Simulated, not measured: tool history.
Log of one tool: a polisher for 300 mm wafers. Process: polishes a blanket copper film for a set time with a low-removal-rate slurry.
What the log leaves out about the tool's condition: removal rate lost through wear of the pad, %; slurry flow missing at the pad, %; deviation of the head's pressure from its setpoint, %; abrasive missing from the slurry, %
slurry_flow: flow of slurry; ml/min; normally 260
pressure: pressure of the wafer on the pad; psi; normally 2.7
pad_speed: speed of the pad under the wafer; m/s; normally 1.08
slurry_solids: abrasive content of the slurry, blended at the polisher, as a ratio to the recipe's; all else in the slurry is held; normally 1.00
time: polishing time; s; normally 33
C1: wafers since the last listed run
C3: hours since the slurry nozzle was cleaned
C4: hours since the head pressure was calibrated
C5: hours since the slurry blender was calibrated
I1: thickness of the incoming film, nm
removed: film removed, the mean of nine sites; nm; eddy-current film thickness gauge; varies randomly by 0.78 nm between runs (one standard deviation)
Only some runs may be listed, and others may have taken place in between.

Run 1, hour 0.0: usual settings; C1 0; wafers polished on this pad 6099; C3 783.0; C4 1025.0; C5 150.7; I1 1577.1. Result: removed 74.0 nm.
At hour 68.7: worn pad replaced by a new one.
Run 2, hour 79.2: usual settings; C1 558; wafers polished on this pad 78; C3 862.2; C4 1104.2; C5 229.9; I1 1558.4. Result: removed 81.1 nm.
At hour 92.5: slurry nozzle cleaned.
Run 3, hour 186.6: usual settings; C1 790; wafers polished on this pad 868; C3 94.1; C4 1211.6; C5 337.3; I1 1577.7. Result: removed 78.9 nm.
Run 4, hour 260.0: usual settings; C1 545; wafers polished on this pad 1414; C3 167.5; C4 1285.0; C5 410.7; I1 1599.6. Result: removed 77.0 nm.
Run 5, hour 337.1: usual settings but pad_speed 1.24 m/s; C1 572; wafers polished on this pad 1987; C3 244.6; C4 1362.1; C5 487.8; I1 1590.1. Result: removed 88.5 nm.
Run 6, hour 382.6: usual settings; C1 338; wafers polished on this pad 2325; C3 290.1; C4 1407.6; C5 533.3; I1 1581.0. Result: removed 74.5 nm.
At hour 411.3: head pressure recalibrated.
Run 7, hour 474.5: usual settings; C1 667; wafers polished on this pad 2993; C3 382.0; C4 63.2; C5 625.2; I1 1566.1. Result: removed 74.8 nm.
Run 8, hour 578.2: usual settings; C1 770; wafers polished on this pad 3763; C3 485.7; C4 166.9; C5 728.9; I1 1581.4. Result: removed 74.2 nm.
At hour 649.2: slurry blender recalibrated.
Run 9, hour 653.7: usual settings; C1 546; wafers polished on this pad 4309; C3 561.2; C4 242.4; C5 4.5; I1 1575.4. Result: removed 73.4 nm.
Run 10, hour 725.3: usual settings but slurry_flow 345 ml/min, pad_speed 0.82 m/s; C1 531; wafers polished on this pad 4841; C3 632.8; C4 314.0; C5 76.1; I1 1592.4. Result: removed 57.2 nm.
Run 11, hour 778.4: usual settings; C1 394; wafers polished on this pad 5236; C3 685.9; C4 367.1; C5 129.2; I1 1570.2. Result: removed 73.3 nm.
At hour 805.2: worn pad replaced by a new one.
Run 12, hour 878.1: usual settings but pad_speed 1.28 m/s, slurry_solids 1.30, time 38 s; C1 711; wafers polished on this pad 541; C3 785.6; C4 466.8; C5 228.9; I1 1563.0. Result: removed 115.9 nm.
Run 13, hour 959.9: usual settings but pressure 2.1 psi, time 29 s; C1 607; wafers polished on this pad 1149; C3 867.4; C4 548.6; C5 310.7; I1 1590.5. Result: removed 53.3 nm.
At hour 973.3: slurry nozzle cleaned.
Run 14, hour 998.1: usual settings but time 21 s; C1 276; wafers polished on this pad 1425; C3 24.8; C4 586.8; C5 348.9; I1 1563.2. Result: removed 49.5 nm.
Run 15, hour 1038.7: usual settings but pressure 1.9 psi, slurry_solids 0.90, time 25 s; C1 301; wafers polished on this pad 1727; C3 65.4; C4 627.4; C5 389.5; I1 1593.6. Result: removed 40.8 nm.
Run 16, hour 1125.0: usual settings but slurry_solids 0.75; C1 641; wafers polished on this pad 2368; C3 151.7; C4 713.7; C5 475.8; I1 1586.3. Result: removed 72.0 nm.
Run 17, hour 1215.1: usual settings but slurry_flow 320 ml/min, pressure 2.3 psi, pad_speed 0.80 m/s, time 27 s; C1 669; wafers polished on this pad 3037; C3 241.8; C4 803.8; C5 565.9; I1 1570.9. Result: removed 39.6 nm.
Run 18, hour 1257.9: usual settings but slurry_flow 180 ml/min, pad_speed 0.90 m/s, slurry_solids 0.80, time 21 s; C1 318; wafers polished on this pad 3355; C3 284.6; C4 846.6; C5 608.7; I1 1596.4. Result: removed 38.0 nm.
Run 19, hour 1491.9: usual settings; C1 1738; wafers polished on this pad 5094; C3 518.6; C4 1080.6; C5 842.7; I1 1587.4. Result: removed 73.7 nm.
At hour 1503.4: slurry blender recalibrated.
Run 20, hour 1583.1: usual settings but slurry_flow 220 ml/min, pressure 2.2 psi, pad_speed 1.18 m/s, time 37 s; C1 662; wafers polished on this pad 5757; C3 609.8; C4 1171.8; C5 79.7; I1 1571.1. Result: removed 72.2 nm.
At hour 1631.3: head pressure recalibrated.
At hour 1679.4: worn pad replaced by a new one.
Run 21, hour 1679.9: usual settings but slurry_flow 310 ml/min, pressure 3.3 psi, slurry_solids 0.80, time 25 s; C1 674; wafers polished on this pad 3; C3 706.6; C4 48.6; C5 176.5; I1 1589.2. Result: removed 73.9 nm.
Run 22, hour 1780.7: usual settings; C1 748; wafers polished on this pad 752; C3 807.4; C4 149.4; C5 277.3; I1 1587.5. Result: removed 78.4 nm.
At hour 1818.2: slurry nozzle cleaned.
Run 23, hour 1837.7: usual settings but pad_speed 0.84 m/s, time 41 s; C1 416; wafers polished on this pad 1168; C3 19.5; C4 206.4; C5 334.3; I1 1588.6. Result: removed 75.0 nm.
Run 24, hour 1935.5: usual settings but slurry_flow 180 ml/min, pad_speed 0.84 m/s; C1 726; wafers polished on this pad 1895; C3 117.3; C4 304.2; C5 432.1; I1 1549.5. Result: removed 57.9 nm.
Run 25, hour 2022.3: usual settings but pad_speed 1.36 m/s; C1 644; wafers polished on this pad 2540; C3 204.1; C4 391.0; C5 518.9; I1 1563.7. Result: removed 95.3 nm.
Run 26, hour 2073.1: usual settings; C1 377; wafers polished on this pad 2917; C3 254.9; C4 441.8; C5 569.7; I1 1602.5. Result: removed 74.1 nm.
Run 27, hour 2169.7: usual settings but slurry_flow 225 ml/min, pressure 2.1 psi, slurry_solids 0.80, time 44 s; C1 717; wafers polished on this pad 3635; C3 351.5; C4 538.4; C5 666.3; I1 1597.6. Result: removed 74.1 nm.
At hour 2226.9: slurry blender recalibrated.
Run 28, hour 2228.2: usual settings; C1 419; wafers polished on this pad 4055; C3 410.0; C4 596.9; C5 1.3; I1 1588.4. Result: removed 73.6 nm.
Run 29, hour 2332.4: usual settings; C1 774; wafers polished on this pad 4829; C3 514.2; C4 701.1; C5 105.5; I1 1564.5. Result: removed 73.9 nm.
At hour 2447.1: worn pad replaced by a new one.
At hour 2519.1: slurry nozzle cleaned.
Run 30, hour 2654.3: usual settings; C1 2354; wafers polished on this pad 1532; C3 135.2; C4 1023.0; C5 427.4; I1 1575.7. Result: removed 76.4 nm.
Run 31, hour 2751.5: usual settings but pad_speed 0.72 m/s; C1 722; wafers polished on this pad 2254; C3 232.4; C4 1120.2; C5 524.6; I1 1564.3. Result: removed 51.4 nm.

Each row is a separate what-if for the run after 31, all from the same tool condition, not one after another. Results?
Run A, hour 2751.9: usual settings but pad_speed 0.82 m/s; C1 2; wafers polished on this pad 2257; C3 232.8; C4 1120.6; C5 525.0; I1 1578.7. Result: removed ?.
Run B, hour 2751.9: usual settings but pad_speed 1.40 m/s; C1 2; wafers polished on this pad 2257; C3 232.8; C4 1120.6; C5 525.0; I1 1578.7. Result: removed ?.
Run C, hour 2751.9: usual settings but pressure 3.3 psi, pad_speed 1.22 m/s; C1 2; wafers polished on this pad 2257; C3 232.8; C4 1120.6; C5 525.0; I1 1578.7. Result: removed ?.

run  removed
  A     58.3
  B     99.5
  C    106.0
Without the tool's hidden state the same runs would have given:
run  removed
  A     63.6
  B    108.6
  C    115.6
